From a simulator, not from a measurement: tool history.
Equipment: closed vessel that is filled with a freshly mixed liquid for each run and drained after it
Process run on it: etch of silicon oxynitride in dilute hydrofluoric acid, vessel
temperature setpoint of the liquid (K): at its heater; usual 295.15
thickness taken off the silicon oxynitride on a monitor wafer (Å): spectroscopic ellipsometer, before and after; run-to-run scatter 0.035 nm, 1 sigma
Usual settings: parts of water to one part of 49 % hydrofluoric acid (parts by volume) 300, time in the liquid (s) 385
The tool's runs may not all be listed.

run,hour,temperature setpoint of the liquid (K),parts of water to one part of 49 % hydrofluoric acid (parts by volume),time in the liquid (s),wafers since the last listed run,hours since the thermometer was replaced,hours since the hydrofluoric acid flow meter was replaced,hours since the gauge calibration,"read-back film thickness of the silicon oxynitride reference wafer, read on the same gauge (nm)",thickness taken off the silicon oxynitride on a monitor wafer (Å)
1,0.0,295.15,365,385,0,2414.7,1551.7,369.9,79.985,34.56
2,17.9,295.15,365,385,1268,2432.6,1569.6,387.8,80.005,34.45
3,35.4,297.15,300,385,1240,2450.1,1587.1,405.3,79.975,48.06
4,48.2,297.15,300,385,907,2462.9,1599.9,418.1,80.021,47.47
5,58.8,295.15,300,385,751,2473.5,1610.5,428.7,79.991,43.67
6,66.1,295.15,300,515,517,2480.8,1617.8,436.0,80.001,57.82
7,75.9,295.15,300,515,694,2490.6,1627.6,445.8,80.010,57.39
8,86.8,295.15,375,385,772,2501.5,1638.5,456.7,80.011,33.32
9,130.8,295.15,375,385,3119,2545.5,1682.5,500.7,80.022,32.67
10,143.0,295.15,300,385,864,2557.7,1694.7,512.9,79.999,43.50
11,157.9,295.15,300,385,1056,2572.6,1709.6,527.8,80.035,43.31
12,172.5,295.15,300,385,1034,2587.2,1724.2,542.4,80.010,43.59
13,184.4,295.15,340,200,843,2599.1,1736.1,554.3,79.989,19.63
# hour 195.1: thermometer replaced
14,198.1,295.15,300,385,900,3.0,1749.8,568.0,79.977,47.59
# hour 208.8: hydrofluoric acid flow meter replaced
15,222.0,291.65,300,300,1623,26.9,13.2,591.9,80.012,31.29
16,239.2,290.65,300,315,1219,44.1,30.4,609.1,80.011,31.43
17,256.6,295.15,300,505,1233,61.5,47.8,626.5,79.993,62.41
18,267.9,295.15,300,385,801,72.8,59.1,637.8,80.001,47.78
19,275.4,295.15,300,385,531,80.3,66.6,645.3,79.983,47.09
20,284.5,293.15,215,385,645,89.4,75.7,654.4,80.015,63.14
# hour 310.1: gauge calibrated
21,335.5,293.15,215,385,3615,140.4,126.7,25.4,80.001,63.10
22,352.2,295.15,300,385,1183,157.1,143.4,42.1,79.990,46.92
23,402.6,291.65,300,385,3572,207.5,193.8,92.5,79.979,40.19
24,412.9,292.65,425,570,730,217.8,204.1,102.8,79.955,41.32
25,420.4,295.15,300,385,531,225.3,211.6,110.3,80.006,47.13
26,437.8,290.65,300,315,1233,242.7,229.0,127.7,79.953,31.61
27,452.3,297.15,300,385,1027,257.2,243.5,142.2,79.997,51.17
28,458.8,299.15,400,385,460,263.7,250.0,148.7,79.998,38.41
29,470.2,293.65,235,290,808,275.1,261.4,160.1,79.962,44.05
30,479.6,298.15,235,570,666,284.5,270.8,169.5,79.994,105.89
31,486.4,299.65,230,385,482,291.3,277.6,176.3,80.028,77.39
32,504.3,293.15,425,220,1268,309.2,295.5,194.2,79.966,15.99
33,516.0,295.15,225,215,829,320.9,307.2,205.9,80.007,36.53

Pick out some run-to-run changes in thickness taken off the silicon oxynitride on a monitor wafer (Å). Of each, how much would a tool without hidden state show as well, from the settings, what came in and chance, and how much is left for the hidden state and any gauge scatter not in both results compared?
Unlogged tool condition in this case: liquid colder than its thermometer reads (K); hydrofluoric acid flow below the setpoint (%); gauge reads high (%).
Run 7 -> 8: parts of water to one part of 49 % hydrofluoric acid (parts by volume) 300 -> 375, time in the liquid (s) 515 -> 385. thickness taken off the silicon oxynitride on a monitor wafer (Å) -24.07: hidden state +2.69, all else -26.76.
Run 12 -> 13: parts of water to one part of 49 % hydrofluoric acid (parts by volume) 300 -> 340, time in the liquid (s) 385 -> 200. thickness taken off the silicon oxynitride on a monitor wafer (Å) -23.96: hidden state +2.71, all else -26.67.
Run 16 -> 17: temperature setpoint of the liquid (K) 290.65 -> 295.15, time in the liquid (s) 315 -> 505. thickness taken off the silicon oxynitride on a monitor wafer (Å) +30.98: hidden state -0.62, all else +31.60.
Run 29 -> 30: temperature setpoint of the liquid (K) 293.65 -> 298.15, time in the liquid (s) 290 -> 570. thickness taken off the silicon oxynitride on a monitor wafer (Å) +61.84: hidden state -1.69, all else +63.53.
Run 31 -> 32: temperature setpoint of the liquid (K) 299.65 -> 293.15, parts of water to one part of 49 % hydrofluoric acid (parts by volume) 230 -> 425, time in the liquid (s) 385 -> 220. thickness taken off the silicon oxynitride on a monitor wafer (Å) -61.40: hidden state +1.72, all else -63.12.
